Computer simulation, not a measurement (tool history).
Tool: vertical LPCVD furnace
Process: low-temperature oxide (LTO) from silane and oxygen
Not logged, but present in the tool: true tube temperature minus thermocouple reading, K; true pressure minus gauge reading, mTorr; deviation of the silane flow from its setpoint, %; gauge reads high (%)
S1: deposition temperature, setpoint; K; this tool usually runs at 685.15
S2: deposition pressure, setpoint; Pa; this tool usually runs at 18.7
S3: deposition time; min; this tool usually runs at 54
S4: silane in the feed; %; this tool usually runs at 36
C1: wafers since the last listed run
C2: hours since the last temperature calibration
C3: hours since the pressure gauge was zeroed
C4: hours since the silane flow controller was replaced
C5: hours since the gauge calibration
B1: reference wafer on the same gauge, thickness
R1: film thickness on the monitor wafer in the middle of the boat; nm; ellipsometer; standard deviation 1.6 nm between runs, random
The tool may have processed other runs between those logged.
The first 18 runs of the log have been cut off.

{"run": 19, "hour": 934.9, "S1": 685.15, "S2": 18.7, "S3": 64, "S4": 36, "C1": 600, "C2": 185.3, "C3": 459.9, "C4": 417.8, "C5": 161.3, "B1": 305.43, "R1": 351.9}
{"run": 20, "hour": 975.5, "S1": 685.15, "S2": 18.7, "S3": 54, "S4": 36, "C1": 520, "C2": 225.9, "C3": 500.5, "C4": 458.4, "C5": 201.9, "B1": 305.12, "R1": 298.13}
{"run": 21, "hour": 1033.2, "S1": 685.15, "S2": 22, "S3": 39, "S4": 32, "C1": 739, "C2": 283.6, "C3": 558.2, "C4": 516.1, "C5": 259.6, "B1": 304.83, "R1": 217.84}
{"run": 22, "hour": 1082.5, "S1": 693.15, "S2": 20, "S3": 36, "S4": 36, "C1": 632, "C2": 332.9, "C3": 607.5, "C4": 565.4, "C5": 308.9, "B1": 304.44, "R1": 232.46}
{"run": 23, "hour": 1144.4, "S1": 675.15, "S2": 18.7, "S3": 74, "S4": 36, "C1": 793, "C2": 394.8, "C3": 669.4, "C4": 627.3, "C5": 370.8, "B1": 304.37, "R1": 366.83}
{"run": 24, "hour": 1212.3, "S1": 685.15, "S2": 22, "S3": 54, "S4": 36, "C1": 870, "C2": 462.7, "C3": 737.3, "C4": 695.2, "C5": 438.7, "B1": 304.91, "R1": 349.16}
{"run": 25, "hour": 1237.0, "S1": 685.15, "S2": 18.7, "S3": 54, "S4": 36, "C1": 316, "C2": 487.4, "C3": 762, "C4": 719.9, "C5": 463.4, "B1": 304.69, "R1": 296.88}
{"run": 26, "hour": 1262.0, "S1": 696.15, "S2": 18.7, "S3": 54, "S4": 36, "C1": 320, "C2": 512.4, "C3": 787, "C4": 744.9, "C5": 488.4, "B1": 305.12, "R1": 332.93}
{"run": 27, "hour": 1326.5, "S1": 689.15, "S2": 18.7, "S3": 37.5, "S4": 39, "C1": 827, "C2": 576.9, "C3": 851.5, "C4": 809.4, "C5": 552.9, "B1": 304.65, "R1": 239.01}
{"run": 28, "hour": 1393.0, "S1": 685.15, "S2": 18.7, "S3": 54, "S4": 43, "C1": 852, "C2": 643.4, "C3": 918, "C4": 875.9, "C5": 619.4, "B1": 304.6, "R1": 363.93}
{"run": 29, "hour": 1453.8, "S1": 685.15, "S2": 18.7, "S3": 54, "S4": 36, "C1": 779, "C2": 704.2, "C3": 978.8, "C4": 936.7, "C5": 680.2, "B1": 305.02, "R1": 300.32}
{"run": 30, "hour": 1506.2, "S1": 685.15, "S2": 17.3, "S3": 67.5, "S4": 36, "C1": 671, "C2": 756.6, "C3": 1031.2, "C4": 989.1, "C5": 732.6, "B1": 304.49, "R1": 344.83}
{"run": 31, "hour": 1549.2, "S1": 685.15, "S2": 16, "S3": 54, "S4": 36, "C1": 551, "C2": 799.6, "C3": 1074.2, "C4": 1032.1, "C5": 775.6, "B1": 305.52, "R1": 257.72}

Predict each of these 4 candidate next runs independently; none follows another, all start after run 31:
{"run": "A", "hour": 1553.2, "S1": 685.15, "S2": 18.7, "S3": 54, "S4": 36, "C1": 51, "C2": 803.6, "C3": 1078.2, "C4": 1036.1, "C5": 779.6, "B1": "?", "R1": "?"}
{"run": "B", "hour": 1553.2, "S1": 680.15, "S2": 20.7, "S3": 74, "S4": 36, "C1": 51, "C2": 803.6, "C3": 1078.2, "C4": 1036.1, "C5": 779.6, "B1": "?", "R1": "?"}
{"run": "C", "hour": 1553.2, "S1": 678.15, "S2": 14.7, "S3": 38, "S4": 36, "C1": 51, "C2": 803.6, "C3": 1078.2, "C4": 1036.1, "C5": 779.6, "B1": "?", "R1": "?"}
{"run": "D", "hour": 1553.2, "S1": 685.15, "S2": 16, "S3": 36.5, "S4": 30, "C1": 51, "C2": 803.6, "C3": 1078.2, "C4": 1036.1, "C5": 779.6, "B1": "?", "R1": "?"}

run=A B1=304.71 R1=297.85
run=B B1=304.71 R1=427.83
run=C B1=304.71 R1=152.49
run=D B1=304.71 R1=134.82
Stripped of hidden state, with their random variation kept, the same runs would have yielded:
run=A R1=296.35
run=B R1=425.63
run=C R1=151.7
run=D R1=134.11
